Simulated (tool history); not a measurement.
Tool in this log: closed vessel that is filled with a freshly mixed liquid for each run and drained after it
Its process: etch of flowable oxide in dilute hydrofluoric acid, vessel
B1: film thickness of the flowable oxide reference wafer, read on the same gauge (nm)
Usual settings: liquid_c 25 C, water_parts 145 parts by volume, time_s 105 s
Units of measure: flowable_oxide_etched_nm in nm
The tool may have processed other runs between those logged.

{"run": 1, "hour": 0.0, "liquid_c": 28, "water_parts": 145, "time_s": 105, "B1": 40.01, "flowable_oxide_etched_nm": 41.49}
{"run": 2, "hour": 70.1, "liquid_c": 22, "water_parts": 145, "time_s": 130, "B1": 40, "flowable_oxide_etched_nm": 40.92}
{"run": 3, "hour": 124.6, "liquid_c": 25, "water_parts": 125, "time_s": 105, "B1": 40.01, "flowable_oxide_etched_nm": 44.65}
{"run": 4, "hour": 186.9, "liquid_c": 25, "water_parts": 125, "time_s": 105, "B1": 40.04, "flowable_oxide_etched_nm": 44.36}
{"run": 5, "hour": 237.3, "liquid_c": 21, "water_parts": 145, "time_s": 105, "B1": 39.98, "flowable_oxide_etched_nm": 31.82}
{"hour": 248.0, "done": "hydrofluoric acid flow meter replaced"}
{"run": 6, "hour": 305.5, "liquid_c": 25, "water_parts": 145, "time_s": 105, "B1": 40.01, "flowable_oxide_etched_nm": 37.38}
{"hour": 323.3, "done": "thermometer replaced"}
{"run": 7, "hour": 357.6, "liquid_c": 25, "water_parts": 145, "time_s": 105, "B1": 40.03, "flowable_oxide_etched_nm": 34.9}
{"run": 8, "hour": 394.4, "liquid_c": 25, "water_parts": 145, "time_s": 105, "B1": 39.99, "flowable_oxide_etched_nm": 34.48}
{"hour": 404.4, "done": "gauge calibrated"}
{"run": 9, "hour": 431.6, "liquid_c": 25, "water_parts": 145, "time_s": 70, "B1": 39.99, "flowable_oxide_etched_nm": 23.6}
{"run": 10, "hour": 481.5, "liquid_c": 25, "water_parts": 145, "time_s": 105, "B1": 40.01, "flowable_oxide_etched_nm": 35.55}
{"run": 11, "hour": 527.2, "liquid_c": 25, "water_parts": 170, "time_s": 50, "B1": 39.94, "flowable_oxide_etched_nm": 14.02}
{"run": 12, "hour": 595.1, "liquid_c": 22, "water_parts": 115, "time_s": 120, "B1": 39.98, "flowable_oxide_etched_nm": 46.76}
{"run": 13, "hour": 658.9, "liquid_c": 21, "water_parts": 145, "time_s": 80, "B1": 40, "flowable_oxide_etched_nm": 23.04}
{"run": 14, "hour": 723.8, "liquid_c": 21, "water_parts": 145, "time_s": 105, "B1": 39.99, "flowable_oxide_etched_nm": 30.91}
{"run": 15, "hour": 758.5, "liquid_c": 22, "water_parts": 145, "time_s": 130, "B1": 39.97, "flowable_oxide_etched_nm": 39.75}
{"run": 16, "hour": 783.0, "liquid_c": 25, "water_parts": 145, "time_s": 140, "B1": 40.04, "flowable_oxide_etched_nm": 47.74}

Consider 5 possible next runs. They are alternatives, not a sequence: every one starts from the tool as it was left by run 16. What does each give?
{"run": "A", "hour": 783.7, "liquid_c": 25, "water_parts": 145, "time_s": 65, "B1": "?", "flowable_oxide_etched_nm": "?"}
{"run": "B", "hour": 783.7, "liquid_c": 25, "water_parts": 185, "time_s": 105, "B1": "?", "flowable_oxide_etched_nm": "?"}
{"run": "C", "hour": 783.7, "liquid_c": 25, "water_parts": 145, "time_s": 80, "B1": "?", "flowable_oxide_etched_nm": "?"}
{"run": "D", "hour": 783.7, "liquid_c": 25, "water_parts": 105, "time_s": 130, "B1": "?", "flowable_oxide_etched_nm": "?"}
{"run": "E", "hour": 783.7, "liquid_c": 25, "water_parts": 75, "time_s": 150, "B1": "?", "flowable_oxide_etched_nm": "?"}

run=A B1=40.03 flowable_oxide_etched_nm=22.24
run=B B1=40.03 flowable_oxide_etched_nm=26.87
run=C B1=40.03 flowable_oxide_etched_nm=27.38
run=D B1=40.03 flowable_oxide_etched_nm=64.58
run=E B1=40.03 flowable_oxide_etched_nm=108.51
What these runs would have given with no unlogged condition in the tool:
run=A flowable_oxide_etched_nm=21.26
run=B flowable_oxide_etched_nm=25.71
run=C flowable_oxide_etched_nm=26.16
run=D flowable_oxide_etched_nm=61.63
run=E flowable_oxide_etched_nm=103.45
